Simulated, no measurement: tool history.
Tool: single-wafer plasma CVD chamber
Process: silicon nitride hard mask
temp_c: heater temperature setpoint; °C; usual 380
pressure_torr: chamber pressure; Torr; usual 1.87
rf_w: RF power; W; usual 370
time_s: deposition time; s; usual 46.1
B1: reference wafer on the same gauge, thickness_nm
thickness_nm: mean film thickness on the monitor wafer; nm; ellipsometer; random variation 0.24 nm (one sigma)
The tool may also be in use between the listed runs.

Run 1, hour 0: usual settings but rf_w 425 W; B1 52.718. Result: thickness_nm 69.797 nm.
Run 2, hour 99.9: usual settings but rf_w 425 W; B1 52.681. Result: thickness_nm 70.463 nm.
Run 3, hour 182.9: usual settings but rf_w 425 W; B1 52.68. Result: thickness_nm 70.722 nm.
Run 4, hour 225.2: usual settings; B1 52.691. Result: thickness_nm 62.408 nm.
Run 5, hour 313.7: usual settings; B1 52.667. Result: thickness_nm 62.301 nm.
Run 6, hour 385.7: usual settings but pressure_torr 1.57 Torr; B1 52.7. Result: thickness_nm 60.106 nm.
Run 7, hour 447.3: usual settings but temp_c 391 °C, time_s 41 s; B1 52.668. Result: thickness_nm 55.091 nm.
Run 8, hour 510.4: usual settings; B1 52.7. Result: thickness_nm 62.831 nm.
At hour 582.6: gauge calibrated.
At hour 594.9: showerhead replaced.
Run 9, hour 613.9: usual settings but rf_w 345 W; B1 52.694. Result: thickness_nm 58.016 nm.
Run 10, hour 692.7: usual settings but rf_w 345 W; B1 52.698. Result: thickness_nm 58.769 nm.
Run 11, hour 747: usual settings but rf_w 420 W; B1 52.677. Result: thickness_nm 69.945 nm.
Run 12, hour 851.3: usual settings but rf_w 420 W; B1 52.678. Result: thickness_nm 69.701 nm.
Run 13, hour 935.7: usual settings but rf_w 420 W; B1 52.663. Result: thickness_nm 70.231 nm.
Run 14, hour 975.9: usual settings; B1 52.64. Result: thickness_nm 62.573 nm.
Run 15, hour 1071.3: usual settings; B1 52.707. Result: thickness_nm 62.92 nm.
Run 16, hour 1153.9: usual settings; B1 52.708. Result: thickness_nm 62.242 nm.
Run 17, hour 1250.5: usual settings but temp_c 376 °C, pressure_torr 2.29 Torr, rf_w 440 W; B1 52.715. Result: thickness_nm 75.775 nm.
Run 18, hour 1348.4: usual settings but temp_c 366 °C, rf_w 300 W; B1 52.721. Result: thickness_nm 50.761 nm.
At hour 1371.6: capacitance manometer re-zeroed and calibrated.
At hour 1399.7: thermocouple changed; heater temperature recalibrated.
Run 19, hour 1400.2: usual settings but temp_c 391 °C, pressure_torr 1.44 Torr, rf_w 340 W, time_s 40.2 s; B1 52.657. Result: thickness_nm 48.021 nm.
At hour 1456.7: RF generator calibrated.
Run 20, hour 1457.2: usual settings but temp_c 385 °C, time_s 38.9 s; B1 52.67. Result: thickness_nm 52.412 nm.
Run 21, hour 1535.5: usual settings but temp_c 376 °C, pressure_torr 2.29 Torr, rf_w 440 W; B1 52.683. Result: thickness_nm 75.104 nm.
Run 22, hour 1622.3: usual settings but pressure_torr 1.62 Torr, time_s 40.6 s; B1 52.718. Result: thickness_nm 53.746 nm.
Run 23, hour 1659.7: usual settings; B1 52.656. Result: thickness_nm 62.305 nm.
Run 24, hour 1698.5: usual settings but temp_c 365 °C, rf_w 440 W; B1 52.711. Result: thickness_nm 72.676 nm.
Run 25, hour 1795.7: usual settings but temp_c 370 °C; B1 52.67. Result: thickness_nm 62.425 nm.
Run 26, hour 1887.8: usual settings but pressure_torr 1.58 Torr; B1 52.724. Result: thickness_nm 60.446 nm.
Run 27, hour 1983.3: usual settings but temp_c 375 °C, pressure_torr 1.57 Torr, rf_w 400 W; B1 52.699. Result: thickness_nm 65.11 nm.
Run 28, hour 2063.9: usual settings but time_s 50.2 s; B1 52.686. Result: thickness_nm 68.18 nm.

5 ways to go on from here, each from the tool as it stands after run 28. What would each give?
Run A, hour 2064.3: usual settings but time_s 48.4 s; B1 ?. Result: thickness_nm ?.
Run B, hour 2064.3: usual settings but temp_c 375 °C, pressure_torr 1.45 Torr, time_s 53.1 s; B1 ?. Result: thickness_nm ?.
Run C, hour 2064.3: usual settings but temp_c 387 °C, rf_w 330 W; B1 ?. Result: thickness_nm ?.
Run D, hour 2064.3: usual settings but temp_c 370 °C, pressure_torr 2.01 Torr, rf_w 325 W, time_s 40.3 s; B1 ?. Result: thickness_nm ?.
Run E, hour 2064.3: usual settings but temp_c 390 °C, pressure_torr 2.25 Torr, time_s 37.5 s; B1 ?. Result: thickness_nm ?.

run      B1  thickness_nm
  A  52.718        65.985
  B  52.718        69.411
  C  52.718        55.973
  D  52.718        49.187
  E  52.718        52.605
Without the tool's hidden state the same runs would have given:
run  thickness_nm
  A        65.985
  B        69.411
  C        55.973
  D        49.187
  E        52.605
